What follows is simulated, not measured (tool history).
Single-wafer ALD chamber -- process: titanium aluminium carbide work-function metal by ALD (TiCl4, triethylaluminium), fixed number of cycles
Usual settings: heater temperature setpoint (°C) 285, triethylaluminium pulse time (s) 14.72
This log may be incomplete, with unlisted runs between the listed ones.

run	hour	heater temperature setpoint (°C)	triethylaluminium pulse time (s)	wafers since the last listed run	hours since the last thermocouple change	hours since the last triethylaluminium bottle change	hours since the showerhead was replaced	hours since the gauge calibration	read-back reference wafer on the same gauge, thickness_nm	mean film thickness on the monitor wafer (Å)
1	0	285	14.72	0	1515.3	703.5	5330.4	521.1	1.81	20.86
2	40.5	293	14.72	244	1555.8	744	5370.9	561.6	1.809	21.81
3	107.5	293	14.72	405	1622.8	811	5437.9	628.6	1.812	21.87
4	164.5	293	14.72	344	1679.8	868	5494.9	685.6	1.81	21.69
5	217.7	285	12.81	321	1733	921.2	5548.1	738.8	1.812	20.69
6	265.6	285	12.81	289	1780.9	969.1	5596	786.7	1.813	20.69
7	320.8	285	12.81	333	1836.1	1024.3	5651.2	841.9	1.808	20.8
8	364	285	14.72	261	1879.3	1067.5	5694.4	885.1	1.81	21.02
9	411.1	285	14.72	284	1926.4	1114.6	5741.5	932.2	1.81	20.95
10	451.5	285	14.72	244	1966.8	1155	5781.9	972.6	1.811	20.9
11	495.8	285	12.78	267	2011.1	1199.3	5826.2	1016.9	1.808	20.66
12	525.3	285	12.78	178	2040.6	1228.8	5855.7	1046.4	1.809	20.72
# hour 559.5: showerhead replaced
13	578.7	285	12.78	274	2094	1282.2	19.2	1099.8	1.809	20.59
14	618	273	14.72	237	2133.3	1321.5	58.5	1139.1	1.811	19.67
15	688.2	285	14.72	424	2203.5	1391.7	128.7	1209.3	1.81	21.01
# hour 697.9: thermocouple changed; heater temperature recalibrated
# hour 728.3: triethylaluminium bottle replaced
16	743.5	277	9.76	237	45.6	15.2	184	1264.6	1.81	19.27
17	799.6	271	19.28	339	101.7	71.3	240.1	1320.7	1.81	19.51
# hour 829.8: gauge calibrated
18	843.5	277	16.88	265	145.6	115.2	284	13.7	1.811	20.13
19	889.4	292	8.84	277	191.5	161.1	329.9	59.6	1.809	20.5
20	955.3	280	10.64	398	257.4	227	395.8	125.5	1.811	19.79
21	983.7	285	14.72	171	285.8	255.4	424.2	153.9	1.81	20.94
22	1024.5	291	16.74	246	326.6	296.2	465	194.7	1.811	21.71
23	1055.2	274	14.72	185	357.3	326.9	495.7	225.4	1.809	19.68
24	1104.1	285	16.31	295	406.2	375.8	544.6	274.3	1.812	21.11
25	1164.1	281	14.72	362	466.2	435.8	604.6	334.3	1.808	20.55
26	1197.8	295	11.55	203	499.9	469.5	638.3	368	1.811	21.64
27	1251.5	274	19.39	324	553.6	523.2	692	421.7	1.812	20
28	1286.9	274	18.69	214	589	558.6	727.4	457.1	1.81	19.85
29	1337	285	14.72	303	639.1	608.7	777.5	507.2	1.811	20.88
30	1379.3	273	19.7	255	681.4	651	819.8	549.5	1.811	19.73
31	1410.7	285	14.72	189	712.8	682.4	851.2	580.9	1.807	20.9
32	1459.8	296	18.65	297	761.9	731.5	900.3	630	1.811	22.09
33	1504	277	17.37	267	806.1	775.7	944.5	674.2	1.812	20.17
34	1551.8	299	8.98	289	853.9	823.5	992.3	722	1.811	21.17

Run-by-run hidden state of the tool:
wafer temperature above the value expected at the setpoint (K): 0 on each run
triethylaluminium dose above that of a fresh bottle (%): 0 on each run
gauge reads high (%): 0 on each run
